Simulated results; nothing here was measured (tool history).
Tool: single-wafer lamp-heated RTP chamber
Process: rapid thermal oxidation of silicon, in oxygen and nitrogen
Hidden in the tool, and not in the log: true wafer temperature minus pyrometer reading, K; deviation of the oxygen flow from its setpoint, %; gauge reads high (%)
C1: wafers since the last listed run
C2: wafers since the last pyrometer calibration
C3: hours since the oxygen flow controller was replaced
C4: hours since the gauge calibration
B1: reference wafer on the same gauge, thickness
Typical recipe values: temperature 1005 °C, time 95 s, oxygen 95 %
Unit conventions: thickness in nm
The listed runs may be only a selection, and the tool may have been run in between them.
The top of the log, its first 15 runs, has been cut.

-- hour=761.5 gauge calibrated
run 16 hour=797.1 | temperature=1005 time=95 oxygen=95 | C1=717 C2=855 C3=4277.3 C4=35.6 | B1=9.948 | thickness=8.386
-- hour=838.4 oxygen flow controller replaced
run 17 hour=858.2 | temperature=1005 time=95 oxygen=95 | C1=550 C2=1406 C3=19.8 C4=96.7 | B1=9.935 | thickness=8.341
run 18 hour=918.7 | temperature=1005 time=73 oxygen=95 | C1=627 C2=2033 C3=80.3 C4=157.2 | B1=9.935 | thickness=7.424
run 19 hour=967.3 | temperature=983 time=95 oxygen=98 | C1=504 C2=2537 C3=128.9 C4=205.8 | B1=9.935 | thickness=7.181
run 20 hour=1037.6 | temperature=993 time=50 oxygen=98 | C1=729 C2=3266 C3=199.2 C4=276.1 | B1=9.925 | thickness=5.834
run 21 hour=1063.3 | temperature=1016 time=112 oxygen=79 | C1=266 C2=3533 C3=224.9 C4=301.8 | B1=9.924 | thickness=9.128
-- hour=1104.9 pyrometer window cleaned and pyrometer calibrated
run 22 hour=1106.8 | temperature=1017 time=133 oxygen=98 | C1=368 C2=19 C3=268.4 C4=345.3 | B1=9.912 | thickness=10.749
run 23 hour=1169.0 | temperature=1005 time=95 oxygen=95 | C1=645 C2=664 C3=330.6 C4=407.5 | B1=9.909 | thickness=8.351
run 24 hour=1219.3 | temperature=1005 time=136 oxygen=98 | C1=521 C2=1186 C3=380.9 C4=457.8 | B1=9.905 | thickness=9.951
run 25 hour=1257.1 | temperature=1005 time=53 oxygen=86 | C1=392 C2=1578 C3=418.7 C4=495.6 | B1=9.914 | thickness=6.225

Run 26 has not been measured yet. What should we expect?
run 26 hour=1312.9 | temperature=987 time=142 oxygen=98 | C1=578 C2=2157 C3=474.5 C4=551.4 | B1=? | thickness=?

{"run 26": {"B1": 9.898, "thickness": 8.846}}
Had the tool carried no hidden state, the very same run would have given thickness 8.883 nm.
